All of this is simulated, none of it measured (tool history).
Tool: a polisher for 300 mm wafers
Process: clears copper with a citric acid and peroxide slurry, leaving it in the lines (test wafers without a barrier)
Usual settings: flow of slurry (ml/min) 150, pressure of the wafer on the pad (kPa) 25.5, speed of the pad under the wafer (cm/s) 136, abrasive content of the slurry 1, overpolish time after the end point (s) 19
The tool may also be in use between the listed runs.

run,hour,flow of slurry (ml/min),pressure of the wafer on the pad (kPa),speed of the pad under the wafer (cm/s),abrasive content of the slurry,overpolish time after the end point (s),wafers since the last listed run,wafers polished on this pad,hours since the slurry nozzle was cleaned,hours since the head pressure was calibrated,hours since the slurry blender was calibrated,"incoming thickness of the incoming film, nm",time until the end point was called (s),dishing of a wide line in a test structure (Å)
1,0,150,25.5,136,1,19,0,1521,639.8,484.3,15.2,342,93.9,350
# hour 28: head pressure recalibrated
2,38.4,150,25.5,136,1,19,205,1726,678.2,10.4,53.6,342.9,93.1,345
3,104.8,150,25.5,136,1,19,375,2101,744.6,76.8,120,341.9,92,344
# hour 120.8: slurry nozzle cleaned
# hour 135: worn pad replaced by a new one
4,148.3,125,25.5,136,1,19,217,75,27.5,120.3,163.5,343,96.5,334
5,206.7,125,25.5,136,1,19,329,405,85.9,178.7,221.9,340.1,96,338
6,313.7,150,25.5,136,1,19,604,1009,192.9,285.7,328.9,339,92.2,342
7,356.6,150,25.5,136,1,19,242,1252,235.8,328.6,371.8,347.2,95.4,339
8,414.2,150,25.5,136,1,19,325,1577,293.4,386.2,429.4,344.5,94.5,342
# hour 434: slurry blender recalibrated
9,442.3,175,25.5,136,1,28,147,1724,321.5,414.3,8.3,344.3,92.3,419
# hour 468.7: worn pad replaced by a new one
10,477.7,150,25.5,136,1,19,177,51,356.9,449.7,43.7,337.3,92.2,343
# hour 561: head pressure recalibrated
11,562,150,25.5,136,1,27,464,516,441.2,1,128,338.6,92.2,403
12,603.4,110,25.5,164,1,19,233,749,482.6,42.4,169.4,345,85.1,369
13,639.4,150,25.5,136,1,28,203,953,518.6,78.4,205.4,341.4,92.3,414
14,689.3,150,25.5,136,1,19,281,1235,568.5,128.3,255.3,336.9,91.2,349
15,743.3,150,25.5,136,1,19,305,1540,622.5,182.3,309.3,341.4,91.8,346
16,788.8,150,33.8,88,1,19,257,1797,668,227.8,354.8,332.4,99.5,327
17,821,150,25.5,108,1.25,23,181,1979,700.2,260,387,344.5,107.1,343
# hour 849.2: slurry blender recalibrated
# hour 869.1: worn pad replaced by a new one
18,871.8,150,25.5,174,0.9,19,253,15,751,310.8,22.6,345.6,76.9,378
19,926.5,150,25.5,136,1,11,309,324,805.7,365.5,77.3,343.2,91.7,243
# hour 961.4: slurry nozzle cleaned
20,989.1,100,25.5,166,1,19,348,672,27.7,428.1,139.9,335.2,82.7,364
# hour 1010.2: head pressure recalibrated
21,1031.8,150,25.5,136,1,19,229,902,70.4,21.6,182.6,333.5,91.5,351
22,1096.4,150,25.5,136,1,19,364,1267,135,86.2,247.2,332.2,89.8,356
23,1140.1,150,25.5,136,1,19,246,1514,178.7,129.9,290.9,340.2,91.6,343
24,1180.8,150,25.5,136,1,19,229,1743,219.4,170.6,331.6,341.2,91.3,344
# hour 1221.3: worn pad replaced by a new one
25,1247.8,185,20.7,122,1,27,355,149,286.4,237.6,398.6,343.5,122.9,361
26,1280.9,150,25.5,136,1,19,187,336,319.5,270.7,431.7,338.4,92,347
# hour 1306.2: slurry blender recalibrated
27,1317.8,115,31,136,1,19,197,534,356.4,307.6,11.6,338.4,79.9,377
28,1349.3,150,25.5,136,0.8,26,177,712,387.9,339.1,43.1,342.1,98.6,389
29,1397.8,150,25.5,136,1.3,19,274,986,436.4,387.6,91.6,338.5,87.3,353

Forecast each of these 3 alternatives for the next run:
A,1398.2,150,25.5,136,1,19,2,988,436.8,388,92,340.2,?,?
B,1398.2,150,32.4,136,0.75,15,2,988,436.8,388,92,340.2,?,?
C,1398.2,190,25.5,136,1,28,2,988,436.8,388,92,340.2,?,?

run,time until the end point was called (s),dishing of a wide line in a test structure (Å)
A,92.1,342
B,77,336
C,88.8,414
Without the tool's hidden state the same runs would have given:
run,time until the end point was called (s),dishing of a wide line in a test structure (Å)
A,92.1,342
B,77,336
C,88.8,414
